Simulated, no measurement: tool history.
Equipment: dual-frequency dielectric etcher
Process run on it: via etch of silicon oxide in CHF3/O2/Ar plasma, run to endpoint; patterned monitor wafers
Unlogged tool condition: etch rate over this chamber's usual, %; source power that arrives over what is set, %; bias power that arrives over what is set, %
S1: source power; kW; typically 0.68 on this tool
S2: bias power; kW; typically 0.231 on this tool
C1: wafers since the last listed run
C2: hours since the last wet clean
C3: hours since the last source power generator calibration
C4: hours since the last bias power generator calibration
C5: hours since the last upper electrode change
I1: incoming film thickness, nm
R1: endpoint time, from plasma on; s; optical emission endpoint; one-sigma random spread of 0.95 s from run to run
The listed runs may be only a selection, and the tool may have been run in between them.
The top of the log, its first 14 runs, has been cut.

| run | hour | S1 | S2 | C1 | C2 | C3 | C4 | C5 | I1 | R1 |
|---|---|---|---|---|---|---|---|---|---|---|
| 15 | 777 | 0.64 | 0.266 | 308 | 306.3 | 2479.4 | 315.5 | 541.9 | 724.9 | 317.4 |
| 16 | 837.1 | 0.6 | 0.19 | 378 | 366.4 | 2539.5 | 375.6 | 602 | 721.2 | 377 |
|  | 852.6 | source power generator calibrated |
| 17 | 863.3 | 0.68 | 0.231 | 139 | 392.6 | 10.7 | 401.8 | 628.2 | 723.6 | 311.6 |
| 18 | 906 | 0.68 | 0.231 | 269 | 435.3 | 53.4 | 444.5 | 670.9 | 732.2 | 317.2 |
|  | 989.5 | wet clean of the chamber |
| 19 | 990 | 0.53 | 0.27 | 378 | 0.5 | 137.4 | 528.5 | 754.9 | 723.7 | 347.1 |
| 20 | 1041.1 | 0.68 | 0.231 | 322 | 51.6 | 188.5 | 579.6 | 806 | 728.1 | 314.2 |
| 21 | 1100.6 | 0.6 | 0.231 | 375 | 111.1 | 248 | 639.1 | 865.5 | 723.3 | 340.1 |
| 22 | 1136.6 | 0.68 | 0.272 | 226 | 147.1 | 284 | 675.1 | 901.5 | 718.4 | 292.9 |
| 23 | 1193.7 | 0.62 | 0.231 | 359 | 204.2 | 341.1 | 732.2 | 958.6 | 719.7 | 332 |
| 24 | 1234.1 | 0.76 | 0.285 | 254 | 244.6 | 381.5 | 772.6 | 999 | 716.5 | 269.6 |
| 25 | 1280.6 | 0.83 | 0.211 | 293 | 291.1 | 428 | 819.1 | 1045.5 | 724.7 | 292.3 |
| 26 | 1309.1 | 0.68 | 0.231 | 179 | 319.6 | 456.5 | 847.6 | 1074 | 724.9 | 316.7 |
| 27 | 1366.2 | 0.81 | 0.257 | 359 | 376.7 | 513.6 | 904.7 | 1131.1 | 727.6 | 275.4 |

What does the tool deliver on the next run?
| 28 | 1397.9 | 0.74 | 0.274 | 199 | 408.4 | 545.3 | 936.4 | 1162.8 | 732.5 | ? |

Run 28 produced R1 285.7 s.
With the hidden condition absent and the run-to-run variation left alone, this run would have shown R1 282.6 s.
